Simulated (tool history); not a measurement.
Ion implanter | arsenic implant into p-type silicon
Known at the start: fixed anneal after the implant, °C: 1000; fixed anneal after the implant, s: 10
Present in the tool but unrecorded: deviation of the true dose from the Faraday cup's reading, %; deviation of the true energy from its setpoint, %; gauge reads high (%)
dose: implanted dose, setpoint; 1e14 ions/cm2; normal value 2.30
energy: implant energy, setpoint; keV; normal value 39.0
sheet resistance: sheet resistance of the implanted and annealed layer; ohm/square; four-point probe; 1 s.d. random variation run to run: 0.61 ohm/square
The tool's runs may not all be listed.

run,hour,dose,energy,wafers since the last listed run,hours since the last dose calibration,hours since the extraction supply was calibrated,hours since the gauge calibration,"read-back reference wafer on the same gauge, sheet resistance",sheet resistance
1,0.0,2.30,39.0,0,845.3,4194.6,111.6,313.01,336.03
2,17.9,2.73,39.0,250,863.2,4212.5,129.5,312.88,296.37
3,25.5,2.73,39.0,106,870.8,4220.1,137.1,312.90,295.98
4,37.6,2.73,39.0,169,882.9,4232.2,149.2,312.96,295.72
5,48.4,2.30,39.0,150,893.7,4243.0,160.0,313.05,335.38
6,64.7,2.30,39.0,227,910.0,4259.3,176.3,312.99,334.09
7,72.2,2.30,39.0,104,917.5,4266.8,183.8,313.06,335.53
8,81.1,1.96,39.0,124,926.4,4275.7,192.7,313.05,375.92
9,91.5,1.96,39.0,145,936.8,4286.1,203.1,313.02,375.98
# hour 92.7: gauge calibrated
10,103.1,1.96,39.0,162,948.4,4297.7,10.4,313.03,378.06
11,115.2,2.30,39.0,169,960.5,4309.8,22.5,313.01,335.22
12,122.3,2.30,39.0,99,967.6,4316.9,29.6,312.94,335.32
13,131.7,2.03,49.0,131,977.0,4326.3,39.0,312.91,354.12
14,138.6,1.74,39.0,96,983.9,4333.2,45.9,313.11,408.89
# hour 151.6: extraction supply calibrated
15,152.1,2.30,39.0,76,997.4,0.5,59.4,312.99,337.17
# hour 184.2: Faraday cup replaced and dose calibrated
16,184.7,2.85,44.5,343,0.5,33.1,92.0,313.02,273.02
17,190.2,1.88,28.0,76,6.0,38.6,97.5,312.93,396.12
18,203.8,2.91,39.0,190,19.6,52.2,111.1,312.99,274.94
19,210.7,2.30,39.0,96,26.5,59.1,118.0,313.01,326.84
20,225.3,2.30,39.0,204,41.1,73.7,132.6,313.07,327.00
21,239.5,1.87,39.0,198,55.3,87.9,146.8,312.93,379.38
22,254.2,2.83,28.0,205,70.0,102.6,161.5,313.06,296.07
23,264.4,1.96,39.0,142,80.2,112.8,171.7,313.04,366.56
24,278.7,2.88,35.0,199,94.5,127.1,186.0,312.94,283.14
25,290.1,2.30,28.5,159,105.9,138.5,197.4,312.98,344.40

Predict each of these 4 candidate next runs independently; none follows another, all start after run 25:
A,290.5,1.67,39.0,5,106.3,138.9,197.8,?,?
B,290.5,2.77,48.5,5,106.3,138.9,197.8,?,?
C,290.5,2.30,47.5,5,106.3,138.9,197.8,?,?
D,290.5,2.30,34.0,5,106.3,138.9,197.8,?,?

run,"read-back reference wafer on the same gauge, sheet resistance",sheet resistance
A,313.03,412.93
B,313.03,277.85
C,313.03,318.64
D,313.03,336.01
Take away the tool's hidden state, keep each run's random variation, and the runs would have read:
run,sheet resistance
A,407.89
B,274.35
C,314.69
D,331.78
